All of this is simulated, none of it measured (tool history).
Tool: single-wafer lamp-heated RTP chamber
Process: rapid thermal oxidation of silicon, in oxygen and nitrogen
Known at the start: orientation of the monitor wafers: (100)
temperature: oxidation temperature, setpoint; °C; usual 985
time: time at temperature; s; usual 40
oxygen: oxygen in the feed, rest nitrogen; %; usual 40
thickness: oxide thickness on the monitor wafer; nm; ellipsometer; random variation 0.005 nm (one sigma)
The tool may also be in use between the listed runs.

run,hour,temperature,time,oxygen,wafers since the last listed run,wafers since the last pyrometer calibration,hours since the oxygen flow controller was replaced,hours since the gauge calibration,"read-back reference wafer on the same gauge, thickness",thickness
1,0,985,40,40,0,5548,2175.5,298.4,2.819,3.351
2,14.3,985,40,40,129,5677,2189.8,312.7,2.821,3.351
3,35.1,985,54,40,188,5866,2210.6,333.5,2.821,3.753
4,47.5,985,40,40,112,5979,2223,345.9,2.821,3.351
5,77.6,985,40,40,273,6252,2253.1,376,2.821,3.352
# hour 96.5: gauge calibrated
6,99,985,40,40,194,6446,2274.5,2.5,2.82,3.365
7,127.8,985,40,40,261,6707,2303.3,31.3,2.82,3.357
8,148.6,985,40,40,188,6896,2324.1,52.1,2.82,3.359
9,181.9,1005,40,40,302,7198,2357.4,85.4,2.82,3.793
10,209.5,1005,40,40,250,7448,2385,113,2.819,3.788
11,222,985,40,40,113,7561,2397.5,125.5,2.819,3.362
12,242.8,985,40,40,188,7750,2418.3,146.3,2.819,3.361
# hour 262.6: pyrometer window cleaned and pyrometer calibrated
13,263.1,985,40,40,111,4,2438.6,166.6,2.82,3.327
14,283.3,985,32,40,183,187,2458.8,186.8,2.821,3.08
15,303.9,985,32,40,186,374,2479.4,207.4,2.82,3.082
16,317,985,40,59,118,493,2492.5,220.5,2.82,3.717
17,345.3,985,40,59,256,749,2520.8,248.8,2.819,3.716
18,367.5,1005,40,40,201,951,2543,271,2.82,3.754
19,392.7,985,28,67,228,1179,2568.2,296.2,2.82,3.378
20,416.1,985,40,40,212,1391,2591.6,319.6,2.819,3.336
21,441.6,1001,20,55,231,1623,2617.1,345.1,2.821,3.137
22,475.4,976,40,40,306,1929,2650.9,378.9,2.819,3.168
# hour 493.2: gauge calibrated
23,507.8,1006,40,40,293,2223,2683.3,14.6,2.819,3.791
24,528.5,962,53,40,187,2411,2704,35.3,2.819,3.223
25,541,957,33,32,113,2524,2716.5,47.8,2.819,2.626
26,572.1,985,40,40,282,2806,2747.6,78.9,2.822,3.332
# hour 591.5: oxygen flow controller replaced
27,598.4,985,40,40,165,2972,6.9,105.2,2.821,3.337
28,618.4,985,40,40,181,3154,26.9,125.2,2.822,3.343
29,640.8,985,59,40,203,3357,49.3,147.6,2.82,3.869
30,672.9,956,20,67,291,3648,81.4,179.7,2.82,2.618
31,691.3,985,40,17,166,3815,99.8,198.1,2.821,2.766
32,716.1,985,40,40,224,4040,124.6,222.9,2.819,3.349
33,738.5,985,40,20,203,4243,147,245.3,2.819,2.844
34,759.1,985,40,30,186,4430,167.6,265.9,2.82,3.107

Forecast each of these 3 alternatives for the next run:
A,759.6,985,55,40,4,4435,168.1,266.4,?,?
B,759.6,968,40,56,4,4435,168.1,266.4,?,?
C,759.6,977,40,40,4,4435,168.1,266.4,?,?

run,"read-back reference wafer on the same gauge, thickness",thickness
A,2.82,3.764
B,2.82,3.313
C,2.82,3.2
Without the tool's hidden state the same runs would have given:
run,thickness
A,3.74
B,3.294
C,3.182

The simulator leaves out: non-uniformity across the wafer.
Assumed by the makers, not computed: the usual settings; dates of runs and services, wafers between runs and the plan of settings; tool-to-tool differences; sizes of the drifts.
